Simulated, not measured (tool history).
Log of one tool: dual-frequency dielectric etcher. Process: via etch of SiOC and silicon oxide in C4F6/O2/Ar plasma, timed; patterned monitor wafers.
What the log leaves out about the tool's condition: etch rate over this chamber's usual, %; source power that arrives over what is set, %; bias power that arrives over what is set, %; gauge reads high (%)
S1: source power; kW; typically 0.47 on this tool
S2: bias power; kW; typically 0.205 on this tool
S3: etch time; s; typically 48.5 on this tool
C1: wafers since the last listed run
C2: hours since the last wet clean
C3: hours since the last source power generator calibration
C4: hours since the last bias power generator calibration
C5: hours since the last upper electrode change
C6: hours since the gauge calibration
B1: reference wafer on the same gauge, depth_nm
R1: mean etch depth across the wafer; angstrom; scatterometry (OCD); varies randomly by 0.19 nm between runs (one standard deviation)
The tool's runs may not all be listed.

run     day    S1     S2    S3    C1     C2      C3      C4      C5      C6    B1   R1
  1       0  0.47  0.205  48.5     0   41.3  2543.8   935.3  2840.9  1048.5  65.5  557
  2    1.65  0.47  0.205  48.5   622   80.9  2583.4   974.9  2880.5  1088.1  65.6  554
  3   3.833  0.47  0.205  48.5   823  133.3  2635.8  1027.3  2932.9  1140.5  65.5  554
  4   6.833  0.47  0.205  48.5  1131  205.3  2707.8  1099.3  3004.9  1212.5  65.6  551
  5   8.829  0.47  0.205  48.5   753  253.2  2755.7  1147.2  3052.8  1260.4  65.6  550
  6  11.504  0.47  0.205  48.5  1009  317.4  2819.9  1211.4    3117  1324.6  65.6  551
  7  14.267  0.47  0.205  48.5  1042  383.7  2886.2  1277.7  3183.3  1390.9  65.7  545
     16.421  -- wet clean of the chamber
  8  17.238  0.47  0.205  48.5   743   19.6  2957.5    1349  3254.6  1462.2  65.7  562
  9  19.942  0.47  0.205  48.5  1020   84.5  3022.4  1413.9  3319.5  1527.1  65.6  559
 10  20.962  0.47  0.205  48.5   385    109  3046.9  1438.4    3344  1551.6  65.6  560
     21.238  -- gauge calibrated
 11  22.158  0.47  0.205  48.5   451  137.7  3075.6  1467.1  3372.7    22.1  65.6  553
 12  24.821  0.47  0.205  48.5  1004  201.6  3139.5    1531  3436.6      86  65.6  550
     26.462  -- source power generator calibrated
 13  26.842  0.39  0.205    43   699  250.1     9.1  1579.5  3485.1   134.5  65.6  462
 14  27.933  0.47  0.205  48.5   411  276.3    35.3  1605.7  3511.3   160.7  65.6  550
 15  30.242  0.47  0.232    61   870  331.7    90.7  1661.1  3566.7   216.1  65.7  722
 16  31.896   0.4  0.219  48.5   624  371.4   130.4  1700.8  3606.4   255.8  65.6  533
 17  34.358  0.54  0.205    43   929  430.5   189.5  1759.9  3665.5   314.9  65.6  505
       35.9  -- bias power generator calibrated
     36.354  -- wet clean of the chamber
 18  36.375  0.42  0.186    34   526    0.5   237.9    11.4  3713.9   363.3  65.5  369
 19  38.779  0.47  0.205  34.5   907   58.2   295.6    69.1  3771.6     421  65.6  399
 20  40.621  0.47  0.205  48.5   694  102.4   339.8   113.3  3815.8   465.2  65.7  559
 21  41.896  0.47  0.205  48.5   481    133   370.4   143.9  3846.4   495.8  65.6  553
     43.788  -- upper electrode replaced
 22  44.638  0.59  0.189  55.5   657  198.8   436.2   209.7    20.4   561.6  65.6  666
 23  47.054  0.47  0.205  48.5   911  256.8   494.2   267.7    78.4   619.6  65.5  555
     51.667  -- wet clean of the chamber
 24  55.133  0.41  0.205  48.5  2670   83.2   688.1   461.6   272.3   813.5  65.6  534
 25  56.438  0.52  0.156  48.5   492  114.5   719.4   492.9   303.6   844.8  65.6  526
 26  58.408  0.39  0.184  58.5   743  161.8   766.7   540.2   350.9   892.1  65.6  605
 27  60.058  0.38  0.184  40.5   622  201.4   806.3   579.8   390.5   931.7  65.5  415
 28  61.829  0.47  0.205  48.5   668  243.9   848.8   622.3     433   974.2  65.7  551
 29  64.738  0.47  0.205  48.5  1097  313.7   918.6   692.1   502.8    1044  65.6  549

Here are 5 independent what-if runs from the current tool condition. What would each one return?
  A  64.754  0.35  0.205  48.5   6  314.1  919  692.5  503.2  1044.4   ?   ?
  B  64.754  0.36  0.205  37.5   6  314.1  919  692.5  503.2  1044.4   ?   ?
  C  64.754  0.42  0.205  62.5   6  314.1  919  692.5  503.2  1044.4   ?   ?
  D  64.754  0.47  0.205  40.5   6  314.1  919  692.5  503.2  1044.4   ?   ?
  E  64.754  0.47  0.192  48.5   6  314.1  919  692.5  503.2  1044.4   ?   ?

run    B1   R1
  A  65.6  494
  B  65.6  385
  C  65.6  675
  D  65.6  454
  E  65.6  532
With no hidden state in the tool, these same runs would have given:
run   R1
  A  506
  B  394
  C  691
  D  464
  E  545
